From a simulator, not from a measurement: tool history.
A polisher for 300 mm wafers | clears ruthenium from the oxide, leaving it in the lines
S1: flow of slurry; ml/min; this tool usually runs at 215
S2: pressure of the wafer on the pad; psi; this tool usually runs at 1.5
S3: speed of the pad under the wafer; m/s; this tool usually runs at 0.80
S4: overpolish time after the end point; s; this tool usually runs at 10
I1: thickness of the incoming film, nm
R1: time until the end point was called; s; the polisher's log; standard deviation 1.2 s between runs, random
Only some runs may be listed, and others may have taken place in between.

run,day,S1,S2,S3,S4,I1,R1
1,0.000,215,1.5,0.80,10,50.2,84.1
2,1.517,215,1.5,0.80,10,49.5,88.1
3,4.312,215,1.5,0.80,10,50.5,88.1
4,5.892,270,1.5,0.80,10,50.2,86.7
# day 8.175: worn pad replaced by a new one
5,10.004,175,1.5,0.80,10,49.5,92.7
6,15.979,175,1.5,0.80,10,49.5,92.2
# day 16.454: slurry nozzle cleaned
7,18.662,175,1.5,0.80,10,50.2,88.4
8,19.842,215,1.8,0.80,10,50.1,67.5
9,21.138,215,1.8,0.80,10,50.6,68.3
10,22.367,215,1.5,0.80,10,50.7,85.2
11,23.962,215,1.5,0.80,10,49.9,82.7
12,25.483,215,1.5,0.80,10,50.3,84.5
13,28.062,215,1.5,0.92,12,49.7,79.1
# day 30.429: head pressure recalibrated
# day 30.525: worn pad replaced by a new one
14,31.658,270,1.2,0.80,12,49.7,106.6
15,34.079,275,2.0,0.98,10,50.1,54.7
16,35.712,275,1.0,1.06,15,49.5,106.3
17,37.483,215,1.5,0.56,10,50.3,108.7
18,39.662,215,1.5,1.00,6,50.4,76.1
19,41.388,180,1.4,0.72,7,48.9,103.4
20,42.717,215,1.5,0.80,10,50.7,90.2
21,43.833,180,1.5,0.58,10,49.4,113.5
# day 44.904: slurry nozzle cleaned
22,44.996,215,1.5,0.80,10,49.8,79.5
23,47.496,215,1.5,0.80,10,49.7,83.9
24,49.562,215,1.0,0.94,12,50.2,117.2
# day 51.996: worn pad replaced by a new one
25,52.508,260,1.2,0.68,6,49.9,110.5
26,53.992,185,1.5,0.80,10,49.9,87.1
27,56.700,270,1.5,0.80,7,49.4,82.2
28,59.317,215,1.5,1.02,5,50.0,75.4
29,60.671,215,1.5,0.66,10,50.1,98.8
30,63.517,215,1.5,0.80,10,49.9,89.1
31,64.962,185,1.5,0.60,10,49.7,108.3
32,66.375,265,1.8,0.80,4,49.6,72.8
33,68.042,215,1.5,0.62,10,49.2,102.7
34,69.758,215,1.8,0.80,10,50.2,75.7
# day 71.529: slurry nozzle cleaned
# day 72.125: worn pad replaced by a new one
35,75.925,215,1.5,0.80,10,50.3,82.0
# day 77.075: head pressure recalibrated
36,77.825,215,1.7,0.80,10,49.4,75.1

Each row is a separate what-if for the run after 36, all from the same tool condition, not one after another. Results?
A,77.846,215,1.5,0.54,10,49.7,?
B,77.846,215,1.5,0.80,15,49.7,?
C,77.846,215,1.5,0.66,12,49.7,?
D,77.846,215,2.0,0.80,10,49.7,?
E,77.846,265,1.4,0.88,16,49.7,?

run,R1
A,104.6
B,83.5
C,93.7
D,62.6
E,81.5
Take away the tool's hidden state, keep each run's random variation, and the runs would have read:
run,R1
A,100.0
B,79.8
C,89.5
D,59.9
E,78.5
